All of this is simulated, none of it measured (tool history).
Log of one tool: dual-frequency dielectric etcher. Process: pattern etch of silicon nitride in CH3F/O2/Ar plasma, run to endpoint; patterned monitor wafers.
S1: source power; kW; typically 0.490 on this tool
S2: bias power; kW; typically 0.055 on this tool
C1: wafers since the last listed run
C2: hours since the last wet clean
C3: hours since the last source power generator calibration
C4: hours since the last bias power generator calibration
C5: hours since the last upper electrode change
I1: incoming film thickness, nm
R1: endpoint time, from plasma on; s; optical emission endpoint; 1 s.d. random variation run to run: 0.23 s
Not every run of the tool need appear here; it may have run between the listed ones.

run 1 day=0.000 | S1=0.490 S2=0.055 | C1=0 C2=7.1 C3=1414.3 C4=1440.2 C5=3958.9 | I1=24.16 | R1=36.0
run 2 day=1.283 | S1=0.490 S2=0.055 | C1=552 C2=37.9 C3=1445.1 C4=1471.0 C5=3989.7 | I1=24.14 | R1=36.3
run 3 day=2.500 | S1=0.490 S2=0.055 | C1=524 C2=67.1 C3=1474.3 C4=1500.2 C5=4018.9 | I1=23.99 | R1=36.7
run 4 day=3.921 | S1=0.490 S2=0.055 | C1=612 C2=101.2 C3=1508.4 C4=1534.3 C5=4053.0 | I1=23.95 | R1=36.6
run 5 day=5.112 | S1=0.490 S2=0.055 | C1=513 C2=129.8 C3=1537.0 C4=1562.9 C5=4081.6 | I1=24.23 | R1=37.3
run 6 day=5.821 | S1=0.490 S2=0.055 | C1=305 C2=146.8 C3=1554.0 C4=1579.9 C5=4098.6 | I1=24.02 | R1=37.1
run 7 day=6.858 | S1=0.490 S2=0.055 | C1=447 C2=171.7 C3=1578.9 C4=1604.8 C5=4123.5 | I1=24.00 | R1=37.2
run 8 day=8.325 | S1=0.490 S2=0.055 | C1=631 C2=206.9 C3=1614.1 C4=1640.0 C5=4158.7 | I1=24.00 | R1=37.0

Expected results for the next run?
-- day=8.967 bias power generator calibrated
run 9 day=9.767 | S1=0.440 S2=0.042 | C1=549 C2=241.5 C3=1648.7 C4=19.2 C5=4193.3 | I1=24.15 | R1=?

For run 9 the tool returned R1 43.3 s.
On a tool with no hidden condition, and with the same random variation, this run would have come out at R1 41.9 s.
